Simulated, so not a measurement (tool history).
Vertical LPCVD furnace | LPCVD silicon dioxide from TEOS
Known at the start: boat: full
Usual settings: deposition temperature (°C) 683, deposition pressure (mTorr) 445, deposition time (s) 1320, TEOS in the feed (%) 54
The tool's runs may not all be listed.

run,hour,deposition temperature (°C),deposition pressure (mTorr),deposition time (s),TEOS in the feed (%),wafers since the last listed run,hours since the last temperature calibration,hours since the pressure gauge was zeroed,hours since the TEOS flow controller was replaced,hours since the gauge calibration,"read-back reference wafer on the same gauge, thickness",film thickness on the monitor wafer in the middle of the boat (nm)
1,0,683,445,1320,58,0,4126.5,2496.7,5233.7,215.9,112,129.5
2,62.7,683,445,1320,58,680,4189.2,2559.4,5296.4,278.6,112.01,129.88
3,150.1,683,445,1320,54,948,4276.6,2646.8,5383.8,366,112.05,124.79
4,191.2,683,445,1320,54,446,4317.7,2687.9,5424.9,407.1,111.98,125.57
5,254.6,683,445,1320,54,688,4381.1,2751.3,5488.3,470.5,112.04,125.7
# hour 257.3: gauge calibrated
# hour 301.8: thermocouples replaced and temperature profile calibrated
# hour 331.7: pressure gauge zeroed
6,332.2,683,445,1320,54,321,30.4,0.5,5565.9,74.9,111.98,114.03
7,375.9,683,445,1320,54,474,74.1,44.2,5609.6,118.6,112.03,114.12
8,407,683,485,1320,54,337,105.2,75.3,5640.7,149.7,112.01,118.96
9,452.1,683,485,1320,54,489,150.3,120.4,5685.8,194.8,111.97,117.88
# hour 515.8: TEOS flow controller replaced
10,516.3,683,445,1320,54,436,214.5,184.6,0.5,259,111.96,114.74
11,581.7,689,345,810,59,709,279.9,250,65.9,324.4,112.01,74.85
12,624.4,683,390,1320,54,463,322.6,292.7,108.6,367.1,112,106.79
13,681.3,683,485,1320,54,617,379.5,349.6,165.5,424,111.98,119.17
# hour 727.6: gauge calibrated
14,742.3,683,445,1740,54,662,440.5,410.6,226.5,14.7,112,151.25
15,768.9,689,445,1320,54,288,467.1,437.2,253.1,41.3,111.93,132.27
16,814.6,683,445,1320,54,496,512.8,482.9,298.8,87,111.93,115.09
17,906.9,678,405,1320,54,1001,605.1,575.2,391.1,179.3,112.12,97.05
18,947.1,683,445,1470,54,436,645.3,615.4,431.3,219.5,112,127.22
19,973.4,680,445,1050,61,285,671.6,641.7,457.6,245.8,111.97,90.75

3 ways to go on from here, each from the tool as it stands after run 19. What would each give?
A,977.5,683,445,1320,54,44,675.7,645.8,461.7,249.9,?,?
B,977.5,693,545,1710,60,44,675.7,645.8,461.7,249.9,?,?
C,977.5,683,365,1680,54,44,675.7,645.8,461.7,249.9,?,?

run,"read-back reference wafer on the same gauge, thickness",film thickness on the monitor wafer in the middle of the boat (nm)
A,112.04,116.12
B,112.04,222.67
C,112.04,133.85
Without the tool's hidden state the same runs would have given:
run,film thickness on the monitor wafer in the middle of the boat (nm)
A,114.29
B,219.24
C,131.74

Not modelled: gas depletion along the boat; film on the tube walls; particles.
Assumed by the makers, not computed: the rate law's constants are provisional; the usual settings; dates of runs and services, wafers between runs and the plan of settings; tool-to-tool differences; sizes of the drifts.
